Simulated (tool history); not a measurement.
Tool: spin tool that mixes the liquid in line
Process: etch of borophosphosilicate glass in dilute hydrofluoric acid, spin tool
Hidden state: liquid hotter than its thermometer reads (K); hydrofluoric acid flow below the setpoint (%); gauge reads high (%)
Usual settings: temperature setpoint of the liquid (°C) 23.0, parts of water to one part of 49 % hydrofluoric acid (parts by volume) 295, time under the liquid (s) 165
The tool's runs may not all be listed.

run,hour,temperature setpoint of the liquid (°C),parts of water to one part of 49 % hydrofluoric acid (parts by volume),time under the liquid (s),wafers since the last listed run,hours since the thermometer was replaced,hours since the hydrofluoric acid flow meter was replaced,hours since the gauge calibration,"read-back film thickness of the borophosphosilicate glass reference wafer, read on the same gauge (nm)",thickness taken off the borophosphosilicate glass on a monitor wafer (angstrom)
1,0.0,26.5,295,165,0,2031.7,754.8,714.2,111.80,132.0
2,300.3,26.5,295,165,1411,2332.0,1055.1,1014.5,112.16,133.2
3,388.6,26.5,295,165,415,2420.3,1143.4,1102.8,112.23,131.5
4,436.3,23.0,295,165,224,2468.0,1191.1,1150.5,112.29,117.1
5,510.2,23.0,295,165,347,2541.9,1265.0,1224.4,112.33,118.0
6,568.8,23.0,295,165,275,2600.5,1323.6,1283.0,112.36,118.4
# hour 654.3: hydrofluoric acid flow meter replaced
# hour 667.3: thermometer replaced
7,675.8,25.5,360,165,493,8.5,21.5,1390.0,112.43,98.3
8,766.0,23.0,295,165,424,98.7,111.7,1480.2,112.46,118.0
9,838.9,24.5,295,165,342,171.6,184.6,1553.1,112.56,124.4
10,939.5,24.5,295,165,472,272.2,285.2,1653.7,112.58,124.0
11,1037.5,20.0,295,220,460,370.2,383.2,1751.7,112.63,140.7
12,1079.2,20.0,295,220,196,411.9,424.9,1793.4,112.60,141.3
13,1157.5,23.0,295,165,368,490.2,503.2,1871.7,112.68,117.7
14,1248.2,23.0,295,165,426,580.9,593.9,1962.4,112.70,119.0
15,1353.4,23.0,295,165,494,686.1,699.1,2067.6,112.72,118.5
# hour 1427.3: gauge calibrated
16,1461.3,23.0,295,165,507,794.0,807.0,34.0,110.60,115.8
17,1561.9,23.0,400,80,472,894.6,907.6,134.6,110.89,37.7
18,1615.3,23.0,295,165,251,948.0,961.0,188.0,111.09,115.8
19,1657.9,19.5,295,165,200,990.6,1003.6,230.6,111.22,103.1
20,1746.3,20.5,195,165,415,1079.0,1092.0,319.0,111.46,177.7
21,1794.8,20.5,190,75,227,1127.5,1140.5,367.5,111.57,83.5
# hour 1877.8: hydrofluoric acid flow meter replaced
22,1880.1,25.5,230,235,396,1212.8,2.3,452.8,111.76,250.4
23,1930.0,26.5,335,115,234,1262.7,52.2,502.7,111.87,78.0
24,2003.1,23.0,295,165,343,1335.8,125.3,575.8,112.03,117.0
25,2079.2,23.0,295,165,357,1411.9,201.4,651.9,112.15,117.0
26,2143.7,23.0,175,165,303,1476.4,265.9,716.4,112.24,223.9
27,2208.4,23.0,295,165,304,1541.1,330.6,781.1,112.37,118.0
28,2256.1,23.0,395,110,224,1588.8,378.3,828.8,112.41,53.7
29,2362.6,23.0,350,165,500,1695.3,484.8,935.3,112.55,94.3
30,2410.4,23.0,240,115,224,1743.1,532.6,983.1,112.59,106.7
31,2515.8,18.5,225,225,495,1848.5,638.0,1088.5,112.67,189.5
32,2575.9,23.0,235,250,282,1908.6,698.1,1148.6,112.71,238.8

The same runs without the tool's hidden state, with the same run-to-run variation:
run,thickness taken off the borophosphosilicate glass on a monitor wafer (angstrom)
1,129.9
2,130.6
3,128.9
4,114.7
5,115.5
6,115.9
7,96.2
8,115.4
9,121.6
10,121.2
11,137.4
12,138.0
13,114.9
14,116.2
15,115.6
16,115.2
17,37.4
18,114.7
19,102.0
20,175.4
21,82.3
22,246.4
23,76.7
24,114.9
25,114.8
26,219.4
27,115.5
28,52.6
29,92.1
30,104.3
31,185.0
32,233.1
